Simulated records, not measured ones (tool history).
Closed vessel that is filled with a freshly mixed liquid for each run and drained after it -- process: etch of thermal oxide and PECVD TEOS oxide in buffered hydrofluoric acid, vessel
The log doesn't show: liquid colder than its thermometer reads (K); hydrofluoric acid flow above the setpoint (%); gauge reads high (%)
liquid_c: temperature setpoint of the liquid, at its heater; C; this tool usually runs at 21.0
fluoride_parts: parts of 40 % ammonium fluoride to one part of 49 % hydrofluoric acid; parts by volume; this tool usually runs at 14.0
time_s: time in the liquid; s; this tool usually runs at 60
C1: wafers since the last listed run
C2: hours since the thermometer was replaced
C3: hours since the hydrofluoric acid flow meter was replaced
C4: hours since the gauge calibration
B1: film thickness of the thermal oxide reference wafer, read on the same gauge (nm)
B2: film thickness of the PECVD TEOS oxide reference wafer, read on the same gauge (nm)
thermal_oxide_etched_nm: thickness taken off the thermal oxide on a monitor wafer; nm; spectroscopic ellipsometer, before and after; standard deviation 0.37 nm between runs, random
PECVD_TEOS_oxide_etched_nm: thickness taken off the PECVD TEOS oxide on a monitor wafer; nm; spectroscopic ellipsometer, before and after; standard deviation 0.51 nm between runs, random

run 1 hour=0.0 | liquid_c=23.0 fluoride_parts=14.0 time_s=60 | C1=0 C2=1672.6 C3=1362.1 C4=463.9 | B1=60.01 B2=129.98 | thermal_oxide_etched_nm=42.22 PECVD_TEOS_oxide_etched_nm=83.57
run 2 hour=12.3 | liquid_c=23.0 fluoride_parts=14.0 time_s=60 | C1=854 C2=1684.9 C3=1374.4 C4=476.2 | B1=60.04 B2=130.01 | thermal_oxide_etched_nm=42.48 PECVD_TEOS_oxide_etched_nm=84.23
run 3 hour=38.3 | liquid_c=21.0 fluoride_parts=14.0 time_s=60 | C1=1806 C2=1710.9 C3=1400.4 C4=502.2 | B1=59.98 B2=130.01 | thermal_oxide_etched_nm=38.87 PECVD_TEOS_oxide_etched_nm=74.75
run 4 hour=51.2 | liquid_c=21.0 fluoride_parts=14.0 time_s=60 | C1=896 C2=1723.8 C3=1413.3 C4=515.1 | B1=60.00 B2=130.02 | thermal_oxide_etched_nm=38.17 PECVD_TEOS_oxide_etched_nm=74.13
run 5 hour=66.8 | liquid_c=21.0 fluoride_parts=14.0 time_s=60 | C1=1083 C2=1739.4 C3=1428.9 C4=530.7 | B1=60.01 B2=130.02 | thermal_oxide_etched_nm=37.70 PECVD_TEOS_oxide_etched_nm=74.54
run 6 hour=93.5 | liquid_c=21.0 fluoride_parts=14.0 time_s=60 | C1=1854 C2=1766.1 C3=1455.6 C4=557.4 | B1=59.99 B2=129.97 | thermal_oxide_etched_nm=38.53 PECVD_TEOS_oxide_etched_nm=74.76
run 7 hour=125.1 | liquid_c=21.0 fluoride_parts=14.0 time_s=60 | C1=2194 C2=1797.7 C3=1487.2 C4=589.0 | B1=59.99 B2=130.01 | thermal_oxide_etched_nm=37.49 PECVD_TEOS_oxide_etched_nm=73.97
run 8 hour=140.0 | liquid_c=21.0 fluoride_parts=14.0 time_s=30 | C1=1034 C2=1812.6 C3=1502.1 C4=603.9 | B1=59.98 B2=130.01 | thermal_oxide_etched_nm=18.95 PECVD_TEOS_oxide_etched_nm=36.90
run 9 hour=165.8 | liquid_c=21.0 fluoride_parts=14.0 time_s=60 | C1=1792 C2=1838.4 C3=1527.9 C4=629.7 | B1=59.96 B2=130.02 | thermal_oxide_etched_nm=38.41 PECVD_TEOS_oxide_etched_nm=74.30
-- hour=170.5 hydrofluoric acid flow meter replaced
run 10 hour=188.2 | liquid_c=19.5 fluoride_parts=14.0 time_s=60 | C1=1486 C2=1860.8 C3=17.7 C4=652.1 | B1=60.00 B2=130.01 | thermal_oxide_etched_nm=34.74 PECVD_TEOS_oxide_etched_nm=67.96
run 11 hour=211.8 | liquid_c=21.0 fluoride_parts=14.0 time_s=60 | C1=1639 C2=1884.4 C3=41.3 C4=675.7 | B1=59.98 B2=129.98 | thermal_oxide_etched_nm=37.60 PECVD_TEOS_oxide_etched_nm=74.11
-- hour=244.7 gauge calibrated
run 12 hour=304.4 | liquid_c=23.5 fluoride_parts=18.0 time_s=45 | C1=6432 C2=1977.0 C3=133.9 C4=59.7 | B1=59.98 B2=129.98 | thermal_oxide_etched_nm=25.25 PECVD_TEOS_oxide_etched_nm=49.85
run 13 hour=338.8 | liquid_c=21.0 fluoride_parts=14.0 time_s=60 | C1=2389 C2=2011.4 C3=168.3 C4=94.1 | B1=59.99 B2=129.99 | thermal_oxide_etched_nm=37.71 PECVD_TEOS_oxide_etched_nm=73.10
run 14 hour=365.6 | liquid_c=21.0 fluoride_parts=14.0 time_s=60 | C1=1861 C2=2038.2 C3=195.1 C4=120.9 | B1=60.00 B2=130.02 | thermal_oxide_etched_nm=37.43 PECVD_TEOS_oxide_etched_nm=73.85
run 15 hour=379.3 | liquid_c=17.5 fluoride_parts=16.5 time_s=40 | C1=951 C2=2051.9 C3=208.8 C4=134.6 | B1=60.00 B2=130.05 | thermal_oxide_etched_nm=17.54 PECVD_TEOS_oxide_etched_nm=34.28
run 16 hour=392.4 | liquid_c=23.5 fluoride_parts=17.0 time_s=40 | C1=909 C2=2065.0 C3=221.9 C4=147.7 | B1=60.01 B2=130.04 | thermal_oxide_etched_nm=23.54 PECVD_TEOS_oxide_etched_nm=46.32
run 17 hour=424.3 | liquid_c=21.0 fluoride_parts=14.0 time_s=30 | C1=2215 C2=2096.9 C3=253.8 C4=179.6 | B1=60.00 B2=129.96 | thermal_oxide_etched_nm=18.89 PECVD_TEOS_oxide_etched_nm=36.66
run 18 hour=436.9 | liquid_c=19.5 fluoride_parts=19.5 time_s=75 | C1=875 C2=2109.5 C3=266.4 C4=192.2 | B1=59.98 B2=130.02 | thermal_oxide_etched_nm=31.21 PECVD_TEOS_oxide_etched_nm=60.52
-- hour=441.6 thermometer replaced
run 19 hour=463.9 | liquid_c=17.0 fluoride_parts=14.0 time_s=35 | C1=1806 C2=22.3 C3=293.4 C4=219.2 | B1=60.02 B2=130.01 | thermal_oxide_etched_nm=19.10 PECVD_TEOS_oxide_etched_nm=37.29
run 20 hour=495.9 | liquid_c=21.0 fluoride_parts=14.0 time_s=30 | C1=2222 C2=54.3 C3=325.4 C4=251.2 | B1=60.02 B2=129.96 | thermal_oxide_etched_nm=20.19 PECVD_TEOS_oxide_etched_nm=39.94
run 21 hour=515.5 | liquid_c=18.0 fluoride_parts=14.0 time_s=60 | C1=1361 C2=73.9 C3=345.0 C4=270.8 | B1=60.00 B2=129.95 | thermal_oxide_etched_nm=34.91 PECVD_TEOS_oxide_etched_nm=67.05
run 22 hour=547.5 | liquid_c=19.0 fluoride_parts=9.5 time_s=45 | C1=2222 C2=105.9 C3=377.0 C4=302.8 | B1=60.02 B2=130.01 | thermal_oxide_etched_nm=39.08 PECVD_TEOS_oxide_etched_nm=76.80
run 23 hour=579.7 | liquid_c=21.0 fluoride_parts=12.5 time_s=60 | C1=2236 C2=138.1 C3=409.2 C4=335.0 | B1=59.99 B2=130.04 | thermal_oxide_etched_nm=45.47 PECVD_TEOS_oxide_etched_nm=89.20
run 24 hour=614.7 | liquid_c=23.5 fluoride_parts=16.5 time_s=35 | C1=2431 C2=173.1 C3=444.2 C4=370.0 | B1=59.99 B2=129.93 | thermal_oxide_etched_nm=23.23 PECVD_TEOS_oxide_etched_nm=45.23
run 25 hour=637.9 | liquid_c=23.5 fluoride_parts=11.5 time_s=40 | C1=1611 C2=196.3 C3=467.4 C4=393.2 | B1=59.99 B2=129.99 | thermal_oxide_etched_nm=37.94 PECVD_TEOS_oxide_etched_nm=73.19

Predict each of these 5 candidate next runs independently; none follows another, all start after run 25:
run A hour=638.6 | liquid_c=21.0 fluoride_parts=14.0 time_s=60 | C1=48 C2=197.0 C3=468.1 C4=393.9 | B1=? B2=? | thermal_oxide_etched_nm=? PECVD_TEOS_oxide_etched_nm=?
run B hour=638.6 | liquid_c=19.0 fluoride_parts=14.0 time_s=30 | C1=48 C2=197.0 C3=468.1 C4=393.9 | B1=? B2=? | thermal_oxide_etched_nm=? PECVD_TEOS_oxide_etched_nm=?
run C hour=638.6 | liquid_c=17.0 fluoride_parts=11.0 time_s=85 | C1=48 C2=197.0 C3=468.1 C4=393.9 | B1=? B2=? | thermal_oxide_etched_nm=? PECVD_TEOS_oxide_etched_nm=?
run D hour=638.6 | liquid_c=23.5 fluoride_parts=12.0 time_s=60 | C1=48 C2=197.0 C3=468.1 C4=393.9 | B1=? B2=? | thermal_oxide_etched_nm=? PECVD_TEOS_oxide_etched_nm=?
run E hour=638.6 | liquid_c=17.5 fluoride_parts=16.5 time_s=30 | C1=48 C2=197.0 C3=468.1 C4=393.9 | B1=? B2=? | thermal_oxide_etched_nm=? PECVD_TEOS_oxide_etched_nm=?

run=A B1=60.00 B2=130.01 thermal_oxide_etched_nm=40.82 PECVD_TEOS_oxide_etched_nm=79.42
run=B B1=60.00 B2=130.01 thermal_oxide_etched_nm=18.24 PECVD_TEOS_oxide_etched_nm=35.49
run=C B1=60.00 B2=130.01 thermal_oxide_etched_nm=58.43 PECVD_TEOS_oxide_etched_nm=113.67
run=D B1=60.00 B2=130.01 thermal_oxide_etched_nm=54.52 PECVD_TEOS_oxide_etched_nm=106.07
run=E B1=60.00 B2=130.01 thermal_oxide_etched_nm=14.25 PECVD_TEOS_oxide_etched_nm=27.73
What these runs would have given with no unlogged condition in the tool:
run=A thermal_oxide_etched_nm=41.35 PECVD_TEOS_oxide_etched_nm=80.45
run=B thermal_oxide_etched_nm=18.48 PECVD_TEOS_oxide_etched_nm=35.96
run=C thermal_oxide_etched_nm=59.20 PECVD_TEOS_oxide_etched_nm=115.18
run=D thermal_oxide_etched_nm=55.21 PECVD_TEOS_oxide_etched_nm=107.41
run=E thermal_oxide_etched_nm=14.44 PECVD_TEOS_oxide_etched_nm=28.09
